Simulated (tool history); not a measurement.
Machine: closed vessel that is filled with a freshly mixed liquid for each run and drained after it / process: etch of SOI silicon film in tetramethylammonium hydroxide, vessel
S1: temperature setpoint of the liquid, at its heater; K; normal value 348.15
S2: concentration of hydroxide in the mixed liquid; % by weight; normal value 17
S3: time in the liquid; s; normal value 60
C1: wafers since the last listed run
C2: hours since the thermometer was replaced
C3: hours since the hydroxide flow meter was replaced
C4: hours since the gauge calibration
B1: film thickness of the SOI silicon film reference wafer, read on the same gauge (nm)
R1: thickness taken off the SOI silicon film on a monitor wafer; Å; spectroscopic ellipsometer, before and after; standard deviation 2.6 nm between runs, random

{"run": 1, "hour": 0.0, "S1": 342.15, "S2": 17, "S3": 45, "C1": 0, "C2": 2049.8, "C3": 797.1, "C4": 121.1, "B1": 40, "R1": 2094.4}
{"run": 2, "hour": 17.0, "S1": 342.15, "S2": 17, "S3": 45, "C1": 1346, "C2": 2066.8, "C3": 814.1, "C4": 138.1, "B1": 40, "R1": 2064}
{"run": 3, "hour": 29.5, "S1": 342.15, "S2": 17, "S3": 45, "C1": 990, "C2": 2079.3, "C3": 826.6, "C4": 150.6, "B1": 40.02, "R1": 2041}
{"run": 4, "hour": 47.3, "S1": 348.15, "S2": 17, "S3": 75, "C1": 1409, "C2": 2097.1, "C3": 844.4, "C4": 168.4, "B1": 40, "R1": 4949.7}
{"run": 5, "hour": 64.0, "S1": 348.15, "S2": 17, "S3": 75, "C1": 1322, "C2": 2113.8, "C3": 861.1, "C4": 185.1, "B1": 40.03, "R1": 4916.5}
{"run": 6, "hour": 111.0, "S1": 348.15, "S2": 17, "S3": 75, "C1": 3722, "C2": 2160.8, "C3": 908.1, "C4": 232.1, "B1": 40, "R1": 4854.5}
{"run": 7, "hour": 125.4, "S1": 348.15, "S2": 17, "S3": 35, "C1": 1140, "C2": 2175.2, "C3": 922.5, "C4": 246.5, "B1": 39.97, "R1": 2260.6}
{"run": 8, "hour": 132.4, "S1": 348.15, "S2": 17, "S3": 35, "C1": 554, "C2": 2182.2, "C3": 929.5, "C4": 253.5, "B1": 40, "R1": 2285.2}
{"hour": 134.8, "done": "gauge calibrated"}
{"run": 9, "hour": 144.7, "S1": 348.15, "S2": 17, "S3": 60, "C1": 974, "C2": 2194.5, "C3": 941.8, "C4": 9.9, "B1": 39.99, "R1": 3884.1}
{"run": 10, "hour": 155.3, "S1": 348.15, "S2": 17, "S3": 60, "C1": 839, "C2": 2205.1, "C3": 952.4, "C4": 20.5, "B1": 40.01, "R1": 3886.8}
{"run": 11, "hour": 172.3, "S1": 348.15, "S2": 17, "S3": 60, "C1": 1346, "C2": 2222.1, "C3": 969.4, "C4": 37.5, "B1": 40.02, "R1": 3892.1}
{"hour": 178.4, "done": "thermometer replaced"}
{"run": 12, "hour": 184.7, "S1": 348.15, "S2": 17, "S3": 60, "C1": 903, "C2": 6.3, "C3": 981.8, "C4": 49.9, "B1": 39.99, "R1": 4546.3}
{"run": 13, "hour": 197.4, "S1": 348.15, "S2": 17, "S3": 60, "C1": 1005, "C2": 19, "C3": 994.5, "C4": 62.6, "B1": 39.98, "R1": 4529}
{"run": 14, "hour": 214.8, "S1": 348.15, "S2": 21.5, "S3": 60, "C1": 1378, "C2": 36.4, "C3": 1011.9, "C4": 80, "B1": 40, "R1": 4050.3}
{"run": 15, "hour": 223.3, "S1": 348.15, "S2": 17, "S3": 60, "C1": 673, "C2": 44.9, "C3": 1020.4, "C4": 88.5, "B1": 40, "R1": 4525.4}
{"run": 16, "hour": 235.3, "S1": 352.65, "S2": 12.5, "S3": 35, "C1": 950, "C2": 56.9, "C3": 1032.4, "C4": 100.5, "B1": 39.99, "R1": 3836.4}
{"run": 17, "hour": 249.3, "S1": 348.15, "S2": 17, "S3": 70, "C1": 1108, "C2": 70.9, "C3": 1046.4, "C4": 114.5, "B1": 39.98, "R1": 5254.3}
{"hour": 258.7, "done": "hydroxide flow meter replaced"}
{"run": 18, "hour": 267.3, "S1": 348.15, "S2": 20.5, "S3": 60, "C1": 1346, "C2": 88.9, "C3": 8.6, "C4": 132.5, "B1": 40, "R1": 4113.7}
{"run": 19, "hour": 285.0, "S1": 348.15, "S2": 17, "S3": 60, "C1": 1402, "C2": 106.6, "C3": 26.3, "C4": 150.2, "B1": 40.02, "R1": 4441.2}
{"run": 20, "hour": 301.1, "S1": 348.15, "S2": 12.5, "S3": 75, "C1": 1275, "C2": 122.7, "C3": 42.4, "C4": 166.3, "B1": 39.98, "R1": 6387.7}
{"run": 21, "hour": 316.2, "S1": 348.15, "S2": 17, "S3": 60, "C1": 1196, "C2": 137.8, "C3": 57.5, "C4": 181.4, "B1": 39.98, "R1": 4478}
{"run": 22, "hour": 326.2, "S1": 342.15, "S2": 17, "S3": 45, "C1": 792, "C2": 147.8, "C3": 67.5, "C4": 191.4, "B1": 39.99, "R1": 2393}
{"run": 23, "hour": 337.5, "S1": 353.65, "S2": 17, "S3": 95, "C1": 895, "C2": 159.1, "C3": 78.8, "C4": 202.7, "B1": 40.02, "R1": 9626.5}
{"hour": 338.4, "done": "gauge calibrated"}
{"run": 24, "hour": 352.3, "S1": 348.15, "S2": 15, "S3": 75, "C1": 1172, "C2": 173.9, "C3": 93.6, "C4": 13.9, "B1": 40.02, "R1": 5829.2}
{"run": 25, "hour": 364.6, "S1": 342.15, "S2": 17, "S3": 60, "C1": 974, "C2": 186.2, "C3": 105.9, "C4": 26.2, "B1": 40.01, "R1": 3147.6}
{"run": 26, "hour": 377.9, "S1": 355.65, "S2": 19, "S3": 45, "C1": 1053, "C2": 199.5, "C3": 119.2, "C4": 39.5, "B1": 40, "R1": 4865.3}
{"run": 27, "hour": 392.3, "S1": 353.15, "S2": 17, "S3": 60, "C1": 1140, "C2": 213.9, "C3": 133.6, "C4": 53.9, "B1": 40, "R1": 5966.3}

Alternative continuations, all from the tool just after run 27; predict every row:
{"run": "A", "hour": 393.0, "S1": 348.15, "S2": 17, "S3": 60, "C1": 55, "C2": 214.6, "C3": 134.3, "C4": 54.6, "B1": "?", "R1": "?"}
{"run": "B", "hour": 393.0, "S1": 355.65, "S2": 14, "S3": 60, "C1": 55, "C2": 214.6, "C3": 134.3, "C4": 54.6, "B1": "?", "R1": "?"}
{"run": "C", "hour": 393.0, "S1": 352.15, "S2": 17, "S3": 60, "C1": 55, "C2": 214.6, "C3": 134.3, "C4": 54.6, "B1": "?", "R1": "?"}
{"run": "D", "hour": 393.0, "S1": 340.65, "S2": 17, "S3": 60, "C1": 55, "C2": 214.6, "C3": 134.3, "C4": 54.6, "B1": "?", "R1": "?"}

run=A B1=40.01 R1=4432.6
run=B B1=40.01 R1=7308.8
run=C B1=40.01 R1=5558.1
run=D B1=40.01 R1=2858.8
What these runs would have given with no unlogged condition in the tool:
run=A R1=4579.3
run=B R1=7540.4
run=C R1=5737.8
run=D R1=2957.7

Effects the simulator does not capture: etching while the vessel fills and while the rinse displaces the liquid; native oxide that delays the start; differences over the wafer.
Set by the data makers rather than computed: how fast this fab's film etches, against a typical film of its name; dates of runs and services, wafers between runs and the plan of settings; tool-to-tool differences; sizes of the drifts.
